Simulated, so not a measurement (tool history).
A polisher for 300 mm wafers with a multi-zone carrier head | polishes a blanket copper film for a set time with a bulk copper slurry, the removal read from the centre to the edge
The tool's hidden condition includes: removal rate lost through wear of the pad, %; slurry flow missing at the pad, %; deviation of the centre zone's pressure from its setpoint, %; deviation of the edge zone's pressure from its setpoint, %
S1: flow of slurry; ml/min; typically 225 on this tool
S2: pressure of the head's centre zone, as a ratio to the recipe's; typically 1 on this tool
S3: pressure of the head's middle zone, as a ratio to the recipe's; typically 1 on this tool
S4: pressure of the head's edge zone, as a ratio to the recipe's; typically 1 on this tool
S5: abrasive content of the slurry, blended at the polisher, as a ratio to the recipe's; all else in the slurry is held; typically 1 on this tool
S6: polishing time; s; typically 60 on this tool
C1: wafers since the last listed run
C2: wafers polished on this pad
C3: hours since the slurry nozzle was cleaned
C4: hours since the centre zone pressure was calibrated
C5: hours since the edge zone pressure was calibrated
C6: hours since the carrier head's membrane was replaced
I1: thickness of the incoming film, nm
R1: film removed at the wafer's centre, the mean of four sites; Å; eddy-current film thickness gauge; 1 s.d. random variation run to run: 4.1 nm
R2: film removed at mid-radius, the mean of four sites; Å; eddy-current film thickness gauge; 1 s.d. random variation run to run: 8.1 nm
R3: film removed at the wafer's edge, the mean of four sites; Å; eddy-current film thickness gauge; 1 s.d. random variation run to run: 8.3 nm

run,hour,S1,S2,S3,S4,S5,S6,C1,C2,C3,C4,C5,C6,I1,R1,R2,R3
1,0,225,1,1,1,1,41,0,797,803.6,93.1,532.4,46.6,3629.2,3795,3706,3743
2,9.9,225,1,1,1,1,60,79,876,813.5,103,542.3,56.5,3599.3,5463,5519,5244
# hour 12.1: slurry nozzle cleaned
# hour 22.7: worn pad replaced by a new one, of another model than before
3,26.1,225,1.1,1,0.96,1,60,89,27,14,119.2,558.5,72.7,3612.1,6181,5592,5461
4,35.4,225,1,1,0.96,1,60,74,101,23.3,128.5,567.8,82,3701.1,5718,5679,5504
5,52.9,225,1,1,1,1,60,139,241,40.8,146,585.3,99.5,3660.9,5701,5575,5657
6,66,225,1,1,1,1,60,104,346,53.9,159.1,598.4,112.6,3613.7,5636,5593,5559
7,76.3,225,1,1,1,1,60,82,428,64.2,169.4,608.7,122.9,3633.3,5623,5693,5546
8,84.8,285,1,1,1,1,51,67,496,72.7,177.9,617.2,131.4,3584.6,4880,5006,4756
9,93.7,225,0.96,1,1,1,60,71,567,81.6,186.8,626.1,140.3,3576.6,5393,5659,5596
# hour 102.5: edge zone pressure recalibrated
10,104.3,225,1,1,1,1.1,60,68,636,92.2,197.4,1.8,150.9,3600.4,5628,5631,5486
11,119.3,225,1,1,1,1,60,119,756,107.2,212.4,16.8,165.9,3626.9,5555,5530,5439
12,132.8,225,1,1.1,0.91,1,60,107,863,120.7,225.9,30.3,179.4,3608.6,5438,5872,5102
# hour 149.3: worn pad replaced by a new one
13,149.8,270,1.07,1,0.96,1,60,103,4,137.7,242.9,47.3,196.4,3641.6,6204,5785,5398
14,155.6,260,1.1,1,1,1,60,46,50,143.5,248.7,53.1,202.2,3639.7,6308,5759,5544
15,170,225,1,1,1,1,60,115,165,157.9,263.1,67.5,216.6,3635.8,5739,5805,5540
16,178.4,300,1,1,1,1,60,67,232,166.3,271.5,75.9,225,3629.1,5906,5803,5680
17,194.8,225,1,1,1,1,60,131,363,182.7,287.9,92.3,241.4,3670.6,5694,5673,5592
18,209.5,285,1,1,1,1,51,117,481,197.4,302.6,107,256.1,3606.5,4880,4906,4678
19,227.3,225,1,1.1,1,1,69,142,623,215.2,320.4,124.8,273.9,3633.1,6402,6721,6273
20,238.7,225,1,1,1,1.25,60,91,714,226.6,331.8,136.2,285.3,3539.7,5671,5593,5565
21,249,225,1,1,1,1,60,82,796,236.9,342.1,146.5,295.6,3653.7,5509,5614,5387

5 options for the next run, each taken on its own from the tool as it stands now. Forecast them:
A,249.4,225,1,1,1,1,60,3,800,237.3,342.5,146.9,296,3669.7,?,?,?
B,249.4,285,1,1,0.95,0.75,79,3,800,237.3,342.5,146.9,296,3669.7,?,?,?
C,249.4,200,1,1.06,1,1.15,60,3,800,237.3,342.5,146.9,296,3669.7,?,?,?
D,249.4,225,1,1,1,0.8,60,3,800,237.3,342.5,146.9,296,3669.7,?,?,?
E,249.4,225,1,1,1.09,1,60,3,800,237.3,342.5,146.9,296,3669.7,?,?,?

run,R1,R2,R3
A,5586,5444,5437
B,7327,7122,6908
C,5589,5688,5467
D,5437,5300,5292
E,5586,5444,5652
Had the tool no hidden state, the same runs would have come out as:
run,R1,R2,R3
A,5766,5620,5612
B,7563,7351,7131
C,5770,5871,5643
D,5613,5470,5463
E,5766,5619,5834
